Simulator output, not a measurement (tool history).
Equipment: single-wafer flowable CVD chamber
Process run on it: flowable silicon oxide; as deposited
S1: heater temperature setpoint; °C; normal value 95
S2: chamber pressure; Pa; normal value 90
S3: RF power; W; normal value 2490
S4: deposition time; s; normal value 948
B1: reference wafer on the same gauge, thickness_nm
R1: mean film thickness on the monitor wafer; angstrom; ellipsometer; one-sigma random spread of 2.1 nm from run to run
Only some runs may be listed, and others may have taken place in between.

Run 1, hour 0: usual settings but S1 102 °C, S3 2165 W; B1 523.989. Result: R1 4462.97 angstrom.
Run 2, hour 25.5: usual settings; B1 523.436. Result: R1 5611.57 angstrom.
Run 3, hour 53.4: usual settings; B1 524.441. Result: R1 5626.24 angstrom.
Run 4, hour 69.1: usual settings; B1 523.077. Result: R1 5633.88 angstrom.
At hour 69.5: gauge calibrated.
Run 5, hour 91.1: usual settings but S3 2880 W; B1 522.81. Result: R1 5718.61 angstrom.
Run 6, hour 111.2: usual settings but S3 2880 W; B1 524.79. Result: R1 5744.01 angstrom.
Run 7, hour 130.5: usual settings; B1 523.755. Result: R1 5626.17 angstrom.
Run 8, hour 161.9: usual settings but S2 80 Pa; B1 523.843. Result: R1 5014.25 angstrom.
Run 9, hour 177.6: usual settings but S2 80 Pa; B1 524.481. Result: R1 4988.71 angstrom.
At hour 190: RF generator calibrated.
At hour 190.1: capacitance manometer re-zeroed and calibrated.
Run 10, hour 195.2: usual settings; B1 524.074. Result: R1 5837.19 angstrom.
Run 11, hour 228.3: usual settings but S3 2090 W; B1 524.139. Result: R1 5701.34 angstrom.
At hour 238.3: showerhead replaced.
Run 12, hour 262.7: usual settings; B1 523.944. Result: R1 5858.83 angstrom.
Run 13, hour 286.1: usual settings but S3 2755 W; B1 523.509. Result: R1 5924.85 angstrom.
Run 14, hour 312.3: usual settings but S1 88 °C, S2 74.9 Pa; B1 524.649. Result: R1 5986.79 angstrom.
At hour 345.1: capacitance manometer re-zeroed and calibrated, repeated, since the last time left the tool worse.
Run 15, hour 345.6: usual settings; B1 524.277. Result: R1 5326.86 angstrom.
Run 16, hour 372.4: usual settings but S1 90 °C; B1 523.534. Result: R1 6236.25 angstrom.
Run 17, hour 389.2: usual settings but S1 90 °C; B1 525.087. Result: R1 6223.45 angstrom.
Run 18, hour 401.9: usual settings but S1 83 °C, S2 97.5 Pa, S3 2650 W, S4 1031 s; B1 523.596. Result: R1 8930.22 angstrom.
At hour 443: thermocouple changed; heater temperature recalibrated.
Run 19, hour 456.1: usual settings but S1 89 °C, S2 100.5 Pa; B1 525.535. Result: R1 7185.21 angstrom.
Run 20, hour 485.6: usual settings but S1 104 °C, S2 108.3 Pa, S4 1117 s; B1 524.375. Result: R1 5811.79 angstrom.
Run 21, hour 509.3: usual settings but S3 2250 W; B1 524.18. Result: R1 5288.47 angstrom.
Run 22, hour 543.1: usual settings but S3 2110 W; B1 524.983. Result: R1 5262.25 angstrom.
Run 23, hour 567.6: usual settings but S4 1008 s; B1 523.385. Result: R1 5730.77 angstrom.
Run 24, hour 588.7: usual settings but S2 75.3 Pa, S4 1093 s; B1 523.74. Result: R1 5223.91 angstrom.
Run 25, hour 617: usual settings; B1 524.801. Result: R1 5384.82 angstrom.
Run 26, hour 641.2: usual settings but S3 2135 W, S4 1101 s; B1 523.556. Result: R1 6126.34 angstrom.
Run 27, hour 668.5: usual settings; B1 523.42. Result: R1 5437.78 angstrom.
Run 28, hour 698.8: usual settings but S1 81 °C, S2 98.4 Pa, S4 796 s; B1 523.435. Result: R1 7388.33 angstrom.

Selected run-to-run steps in R1, each split into two signed amounts: the part the tool would show with no hidden state at all (from settings, incoming material and random variation), and the remainder, which goes to the hidden state together with any gauge scatter not common to the measured and the hidden-state-free results:
The hidden state here: wafer temperature above the value expected at the setpoint (K); delivered RF power above the setpoint (%); true pressure above the setpoint (%); gauge reads high (%).
Run 9 -> 10: S2 80 -> 90, RF generator calibrated, capacitance manometer re-zeroed and calibrated. R1 +848.48 angstrom: hidden state +222.42, all else +626.06.
Run 14 -> 15: S1 88 -> 95, S2 74.9 -> 90, capacitance manometer re-zeroed and calibrated, repeated, since the last time left the tool worse. R1 -659.93 angstrom: hidden state -530.62, all else -129.31.
Run 17 -> 18: S1 90 -> 83, S2 90 -> 97.5, S3 2490 -> 2650, S4 948 -> 1031. R1 +2706.77 angstrom: hidden state +30.76, all else +2676.01.
Run 27 -> 28: S1 95 -> 81, S2 90 -> 98.4, S4 948 -> 796. R1 +1950.55 angstrom: hidden state +41.49, all else +1909.06.
